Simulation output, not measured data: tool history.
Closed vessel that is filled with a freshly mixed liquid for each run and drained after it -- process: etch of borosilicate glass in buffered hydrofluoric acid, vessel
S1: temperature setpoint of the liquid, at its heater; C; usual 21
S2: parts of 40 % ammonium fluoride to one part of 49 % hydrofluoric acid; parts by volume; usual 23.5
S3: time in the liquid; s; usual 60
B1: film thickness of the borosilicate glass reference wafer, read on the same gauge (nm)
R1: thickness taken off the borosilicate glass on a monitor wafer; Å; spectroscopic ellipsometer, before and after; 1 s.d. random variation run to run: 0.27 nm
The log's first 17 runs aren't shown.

run	hour	S1	S2	S3	B1	R1
18	1404	21	20.5	60	40.01	317.8
19	1478.3	23	30	85	40	386.8
20	1527.1	21	23.5	90	39.98	439.6
21	1592	21	23.5	60	39.98	288.2
22	1659.5	21	23.5	60	40.03	292.1
# hour 1674.3: hydrofluoric acid flow meter replaced
23	1864.2	23.5	17	80	40	588.2
24	1968.5	18.5	20	30	40.03	144.2
25	2052	23.5	18	30	40.02	209.2
26	2149.3	26	17	60	39.98	507.4
27	2244.8	24	23.5	60	39.98	352
28	2313.8	25.5	23.5	60	39.96	379.9
29	2410.1	24.5	15	35	40.01	316.4
# hour 2490: thermometer replaced
30	2493.4	19.5	30	70	39.99	259.6
31	2585.9	21	23.5	70	40.01	340.5
32	2670.2	21	23.5	60	40.01	296.2
33	2770.7	21	23.5	60	39.99	289.2

3 ways to go on from here, each from the tool as it stands after run 33. What would each give?
A	2771.4	18	23.5	60	?	?
B	2771.4	18.5	23.5	60	?	?
C	2771.4	24	14.5	60	?	?

run	B1	R1
A	40.03	243.7
B	40.03	250.6
C	40.03	520.6
Without the tool's hidden state the same runs would have given:
run	R1
A	240.4
B	247.2
C	514

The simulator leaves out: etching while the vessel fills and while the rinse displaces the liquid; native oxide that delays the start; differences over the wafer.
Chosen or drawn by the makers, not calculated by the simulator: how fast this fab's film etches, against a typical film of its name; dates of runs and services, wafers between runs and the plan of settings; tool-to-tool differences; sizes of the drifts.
